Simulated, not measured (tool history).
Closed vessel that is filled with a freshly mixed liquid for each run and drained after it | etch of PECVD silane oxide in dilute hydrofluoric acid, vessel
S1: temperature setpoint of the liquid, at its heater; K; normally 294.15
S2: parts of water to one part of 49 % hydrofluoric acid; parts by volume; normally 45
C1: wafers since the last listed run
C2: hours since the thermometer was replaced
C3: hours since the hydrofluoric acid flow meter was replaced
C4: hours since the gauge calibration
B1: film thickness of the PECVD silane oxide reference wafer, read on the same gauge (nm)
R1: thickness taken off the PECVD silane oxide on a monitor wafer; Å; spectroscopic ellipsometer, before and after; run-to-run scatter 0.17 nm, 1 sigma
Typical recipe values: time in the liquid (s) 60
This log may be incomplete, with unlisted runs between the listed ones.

run 1 hour=0.0 | S1=294.15 S2=45 time_in_the_liquid_(s)=60 | C1=0 C2=1970.0 C3=484.7 C4=117.5 | B1=50.02 | R1=234.2
run 2 hour=19.7 | S1=294.15 S2=45 time_in_the_liquid_(s)=60 | C1=2479 C2=1989.7 C3=504.4 C4=137.2 | B1=50.01 | R1=240.6
run 3 hour=41.9 | S1=294.15 S2=45 time_in_the_liquid_(s)=60 | C1=2793 C2=2011.9 C3=526.6 C4=159.4 | B1=50.03 | R1=237.3
run 4 hour=71.3 | S1=294.15 S2=30 time_in_the_liquid_(s)=60 | C1=3699 C2=2041.3 C3=556.0 C4=188.8 | B1=49.99 | R1=369.8
run 5 hour=99.5 | S1=294.15 S2=35 time_in_the_liquid_(s)=35 | C1=3548 C2=2069.5 C3=584.2 C4=217.0 | B1=50.00 | R1=181.5
-- hour=109.6 gauge calibrated
run 6 hour=127.1 | S1=294.15 S2=35 time_in_the_liquid_(s)=35 | C1=3473 C2=2097.1 C3=611.8 C4=17.5 | B1=50.01 | R1=184.3
run 7 hour=158.2 | S1=294.15 S2=45 time_in_the_liquid_(s)=60 | C1=3913 C2=2128.2 C3=642.9 C4=48.6 | B1=50.00 | R1=241.5
run 8 hour=182.9 | S1=294.15 S2=45 time_in_the_liquid_(s)=60 | C1=3108 C2=2152.9 C3=667.6 C4=73.3 | B1=50.01 | R1=238.3
run 9 hour=210.8 | S1=294.15 S2=45 time_in_the_liquid_(s)=60 | C1=3511 C2=2180.8 C3=695.5 C4=101.2 | B1=50.02 | R1=243.6
run 10 hour=223.8 | S1=294.15 S2=45 time_in_the_liquid_(s)=60 | C1=1636 C2=2193.8 C3=708.5 C4=114.2 | B1=50.00 | R1=246.0
run 11 hour=237.0 | S1=294.15 S2=65 time_in_the_liquid_(s)=60 | C1=1661 C2=2207.0 C3=721.7 C4=127.4 | B1=49.99 | R1=163.8
-- hour=263.1 thermometer replaced
run 12 hour=269.3 | S1=294.15 S2=45 time_in_the_liquid_(s)=60 | C1=3939 C2=6.2 C3=754.0 C4=159.7 | B1=50.00 | R1=244.6
run 13 hour=285.2 | S1=296.15 S2=55 time_in_the_liquid_(s)=30 | C1=2000 C2=22.1 C3=769.9 C4=175.6 | B1=50.01 | R1=107.2
-- hour=288.7 hydrofluoric acid flow meter replaced
run 14 hour=302.6 | S1=291.15 S2=45 time_in_the_liquid_(s)=60 | C1=2063 C2=39.5 C3=13.9 C4=193.0 | B1=50.01 | R1=200.0
run 15 hour=320.5 | S1=292.15 S2=60 time_in_the_liquid_(s)=70 | C1=2252 C2=57.4 C3=31.8 C4=210.9 | B1=50.00 | R1=178.8
run 16 hour=344.6 | S1=295.65 S2=35 time_in_the_liquid_(s)=40 | C1=3032 C2=81.5 C3=55.9 C4=235.0 | B1=50.00 | R1=211.1
run 17 hour=361.2 | S1=291.15 S2=65 time_in_the_liquid_(s)=60 | C1=2089 C2=98.1 C3=72.5 C4=251.6 | B1=50.02 | R1=134.1
-- hour=378.6 gauge calibrated
run 18 hour=428.4 | S1=294.15 S2=45 time_in_the_liquid_(s)=60 | C1=8456 C2=165.3 C3=139.7 C4=49.8 | B1=50.01 | R1=226.9
run 19 hour=457.7 | S1=290.15 S2=25 time_in_the_liquid_(s)=35 | C1=3687 C2=194.6 C3=169.0 C4=79.1 | B1=50.02 | R1=202.8
run 20 hour=475.5 | S1=292.15 S2=40 time_in_the_liquid_(s)=30 | C1=2240 C2=212.4 C3=186.8 C4=96.9 | B1=49.98 | R1=119.1
run 21 hour=488.7 | S1=290.15 S2=45 time_in_the_liquid_(s)=60 | C1=1661 C2=225.6 C3=200.0 C4=110.1 | B1=50.01 | R1=194.0

For each entry between runs, how does the tool's hidden state at the last listed run before it compare with that at the first listed run after it?
Logged between run 5 and run 6: gauge calibrated (hour 109.6)
  hydrofluoric acid flow above the setpoint (%): 7.18 -> 7.46
  measured minus no-state result, R1: +12.6 -> +13.3 Å
Logged between run 11 and run 12: thermometer replaced (hour 263.1)
  hydrofluoric acid flow above the setpoint (%): 8.57 -> 8.9
  measured minus no-state result, R1: +13.8 -> +21.0 Å
Logged between run 13 and run 14: hydrofluoric acid flow meter replaced (hour 288.7)
  hydrofluoric acid flow above the setpoint (%): 9.06 -> 0.95
  measured minus no-state result, R1: +9.5 -> +2.0 Å
Logged between run 17 and run 18: gauge calibrated (hour 378.6)
  hydrofluoric acid flow above the setpoint (%): 1.54 -> 2.22
  measured minus no-state result, R1: +2.2 -> +5.2 Å

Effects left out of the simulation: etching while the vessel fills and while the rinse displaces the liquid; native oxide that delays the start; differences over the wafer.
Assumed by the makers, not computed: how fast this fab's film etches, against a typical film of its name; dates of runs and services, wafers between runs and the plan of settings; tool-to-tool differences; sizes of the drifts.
